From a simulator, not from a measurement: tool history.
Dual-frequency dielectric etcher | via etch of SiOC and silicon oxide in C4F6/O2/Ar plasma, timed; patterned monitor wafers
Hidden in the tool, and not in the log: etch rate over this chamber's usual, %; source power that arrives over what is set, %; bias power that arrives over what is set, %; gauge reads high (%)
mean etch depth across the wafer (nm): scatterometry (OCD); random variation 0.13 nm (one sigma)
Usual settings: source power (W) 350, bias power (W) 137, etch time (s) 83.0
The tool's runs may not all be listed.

run,hour,source power (W),bias power (W),etch time (s),wafers since the last listed run,hours since the last wet clean,hours since the last source power generator calibration,hours since the last bias power generator calibration,hours since the last upper electrode change,hours since the gauge calibration,"read-back reference wafer on the same gauge, depth_nm",mean etch depth across the wafer (nm)
1,0.0,350,120,83.0,0,383.4,2857.4,1274.0,3518.8,560.3,70.9,82.6
# hour 26.1: wet clean of the chamber
2,46.4,350,120,83.0,320,20.3,2903.8,1320.4,3565.2,606.7,70.9,81.8
3,90.0,350,120,83.0,624,63.9,2947.4,1364.0,3608.8,650.3,70.9,81.5
4,130.9,350,137,83.0,585,104.8,2988.3,1404.9,3649.7,691.2,70.9,83.5
# hour 143.0: gauge calibrated
5,199.0,350,137,83.0,975,172.9,3056.4,1473.0,3717.8,56.0,70.9,83.4
6,253.3,350,137,83.0,777,227.2,3110.7,1527.3,3772.1,110.3,70.9,83.4
7,283.8,350,137,83.0,436,257.7,3141.2,1557.8,3802.6,140.8,70.9,83.9
8,331.6,420,160,83.0,684,305.5,3189.0,1605.6,3850.4,188.6,70.9,93.8
9,359.2,350,137,83.0,395,333.1,3216.6,1633.2,3878.0,216.2,70.9,83.9
# hour 390.1: wet clean of the chamber
10,411.5,350,137,83.0,405,21.4,3268.9,1685.5,3930.3,268.5,70.9,82.8
11,440.6,350,137,83.0,416,50.5,3298.0,1714.6,3959.4,297.6,70.8,83.0
12,482.5,350,152,83.0,599,92.4,3339.9,1756.5,4001.3,339.5,70.9,84.5
13,530.9,320,137,83.0,692,140.8,3388.3,1804.9,4049.7,387.9,70.9,79.6
# hour 610.7: bias power generator calibrated
# hour 628.7: source power generator calibrated
14,665.6,350,137,83.0,1814,275.5,36.9,54.9,4184.4,522.6,70.9,84.9
15,694.0,350,137,83.0,406,303.9,65.3,83.3,4212.8,551.0,70.9,84.9
16,756.5,350,151,83.0,894,366.4,127.8,145.8,4275.3,613.5,71.0,86.6
# hour 786.2: wet clean of the chamber
17,817.6,350,103,83.0,531,31.4,188.9,206.9,4336.4,674.6,70.9,81.1
# hour 838.1: gauge calibrated
# hour 849.8: upper electrode replaced
18,850.3,400,121,71.0,124,64.1,221.6,239.6,0.5,12.2,70.9,75.6
19,878.0,290,137,95.0,396,91.8,249.3,267.3,28.2,39.9,70.9,88.2
20,911.5,290,153,83.0,479,125.3,282.8,300.8,61.7,73.4,70.9,78.4
21,949.8,350,137,83.0,548,163.6,321.1,339.1,100.0,111.7,70.9,84.7
22,989.8,380,120,95.0,572,203.6,361.1,379.1,140.0,151.7,70.9,99.1
23,1054.2,350,163,83.0,922,268.0,425.5,443.5,204.4,216.1,70.9,87.4
24,1123.7,280,122,61.0,995,337.5,495.0,513.0,273.9,285.6,70.9,55.1

Forecast each of these 4 alternatives for the next run:
A,1124.1,350,137,65.5,5,337.9,495.4,513.4,274.3,286.0,?,?
B,1124.1,440,158,94.5,5,337.9,495.4,513.4,274.3,286.0,?,?
C,1124.1,280,137,83.0,5,337.9,495.4,513.4,274.3,286.0,?,?
D,1124.1,440,137,98.0,5,337.9,495.4,513.4,274.3,286.0,?,?

run,"read-back reference wafer on the same gauge, depth_nm",mean etch depth across the wafer (nm)
A,70.8,67.0
B,70.8,110.3
C,70.8,75.9
D,70.8,111.8
Without the tool's hidden state the same runs would have given:
run,mean etch depth across the wafer (nm)
A,66.4
B,109.4
C,75.3
D,110.9
